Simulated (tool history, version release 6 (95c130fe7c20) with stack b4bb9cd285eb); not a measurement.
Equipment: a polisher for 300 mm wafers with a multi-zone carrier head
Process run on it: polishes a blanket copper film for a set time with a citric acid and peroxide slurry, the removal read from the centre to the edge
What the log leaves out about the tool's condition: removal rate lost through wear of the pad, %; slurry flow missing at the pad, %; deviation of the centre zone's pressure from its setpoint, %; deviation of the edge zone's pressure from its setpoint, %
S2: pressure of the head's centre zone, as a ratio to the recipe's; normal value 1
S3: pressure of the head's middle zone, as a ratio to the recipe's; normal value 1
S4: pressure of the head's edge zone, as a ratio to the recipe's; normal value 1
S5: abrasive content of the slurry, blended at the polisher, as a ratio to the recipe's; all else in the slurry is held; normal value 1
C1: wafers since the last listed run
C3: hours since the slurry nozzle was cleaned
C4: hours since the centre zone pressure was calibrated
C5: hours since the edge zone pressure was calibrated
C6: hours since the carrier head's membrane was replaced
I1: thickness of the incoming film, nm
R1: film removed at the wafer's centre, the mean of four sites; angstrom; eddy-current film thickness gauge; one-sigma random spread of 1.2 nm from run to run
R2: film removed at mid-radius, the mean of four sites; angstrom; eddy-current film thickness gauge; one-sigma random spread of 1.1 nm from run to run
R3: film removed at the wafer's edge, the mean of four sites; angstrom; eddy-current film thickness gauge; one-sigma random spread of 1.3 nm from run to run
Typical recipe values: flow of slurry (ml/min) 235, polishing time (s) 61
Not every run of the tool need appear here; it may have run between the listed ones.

run 1 day=0 | flow_of_slurry_(ml/min)=235 S2=1 S3=0.94 S4=1 S5=1 polishing_time_(s)=61 | C1=0 wafers_polished_on_this_pad=436 C3=109.7 C4=595.1 C5=796.9 C6=1395 | I1=680 | R1=1258 R2=1161 R3=1285
run 2 day=0.375 | flow_of_slurry_(ml/min)=235 S2=1 S3=0.94 S4=1 S5=1 polishing_time_(s)=61 | C1=92 wafers_polished_on_this_pad=529 C3=118.7 C4=604.1 C5=805.9 C6=1404 | I1=679.8 | R1=1251 R2=1170 R3=1285
run 3 day=0.958 | flow_of_slurry_(ml/min)=235 S2=1 S3=0.94 S4=1 S5=1 polishing_time_(s)=61 | C1=144 wafers_polished_on_this_pad=674 C3=132.7 C4=618.1 C5=819.9 C6=1418 | I1=681.7 | R1=1206 R2=1171 R3=1262
run 4 day=1.575 | flow_of_slurry_(ml/min)=235 S2=1 S3=1 S4=1 S5=1 polishing_time_(s)=61 | C1=152 wafers_polished_on_this_pad=827 C3=147.5 C4=632.9 C5=834.7 C6=1432.8 | I1=685.1 | R1=1215 R2=1203 R3=1248
run 5 day=2.042 | flow_of_slurry_(ml/min)=235 S2=1 S3=1 S4=1 S5=1 polishing_time_(s)=61 | C1=115 wafers_polished_on_this_pad=943 C3=158.7 C4=644.1 C5=845.9 C6=1444 | I1=675.4 | R1=1232 R2=1216 R3=1246
-- day=2.338 worn pad replaced by a new one
run 6 day=2.496 | flow_of_slurry_(ml/min)=235 S2=1 S3=1 S4=1.08 S5=1 polishing_time_(s)=61 | C1=71 wafers_polished_on_this_pad=39 C3=169.6 C4=655 C5=856.8 C6=1454.9 | I1=681.1 | R1=1208 R2=1207 R3=1280
run 7 day=2.838 | flow_of_slurry_(ml/min)=235 S2=1 S3=1 S4=1.08 S5=1 polishing_time_(s)=61 | C1=84 wafers_polished_on_this_pad=124 C3=177.8 C4=663.2 C5=865 C6=1463.1 | I1=683.4 | R1=1219 R2=1186 R3=1301
run 8 day=3.262 | flow_of_slurry_(ml/min)=235 S2=1 S3=1 S4=1.08 S5=1 polishing_time_(s)=61 | C1=105 wafers_polished_on_this_pad=229 C3=188 C4=673.4 C5=875.2 C6=1473.3 | I1=673.8 | R1=1207 R2=1203 R3=1276
run 9 day=3.938 | flow_of_slurry_(ml/min)=235 S2=1 S3=1 S4=1 S5=1 polishing_time_(s)=53 | C1=167 wafers_polished_on_this_pad=396 C3=204.2 C4=689.6 C5=891.4 C6=1489.5 | I1=682.9 | R1=1038 R2=1030 R3=1084
-- day=4.675 centre zone pressure recalibrated
run 10 day=4.696 | flow_of_slurry_(ml/min)=235 S2=1 S3=1 S4=1 S5=1 polishing_time_(s)=53 | C1=167 wafers_polished_on_this_pad=564 C3=222.4 C4=0.5 C5=909.6 C6=1507.7 | I1=682 | R1=1022 R2=1020 R3=1085
-- day=5.267 carrier head's membrane replaced by a new one
run 11 day=5.417 | flow_of_slurry_(ml/min)=235 S2=1.1 S3=1 S4=1.05 S5=1 polishing_time_(s)=61 | C1=127 wafers_polished_on_this_pad=691 C3=239.7 C4=17.8 C5=926.9 C6=3.6 | I1=675.3 | R1=1261 R2=1161 R3=1218
-- day=5.938 worn pad replaced by a new one
run 12 day=6.288 | flow_of_slurry_(ml/min)=235 S2=1 S3=0.96 S4=1 S5=1.25 polishing_time_(s)=61 | C1=174 wafers_polished_on_this_pad=87 C3=260.6 C4=38.7 C5=947.8 C6=24.5 | I1=676.3 | R1=1168 R2=1148 R3=1257

Run 13 comes next. What will it give?
-- day=6.479 slurry nozzle cleaned
-- day=6.488 edge zone pressure recalibrated
run 13 day=6.888 | flow_of_slurry_(ml/min)=235 S2=1.11 S3=0.89 S4=1 S5=1 polishing_time_(s)=61 | C1=136 wafers_polished_on_this_pad=223 C3=9.8 C4=53.1 C5=9.6 C6=38.9 | I1=677.1 | R1=? R2=? R3=?

Run 13 produced R1 1455 angstrom, R2 1160 angstrom, R3 1323 angstrom.
Minus the tool's unlogged condition, the same run would have read R1 1461 angstrom, R2 1165 angstrom, R3 1327 angstrom.
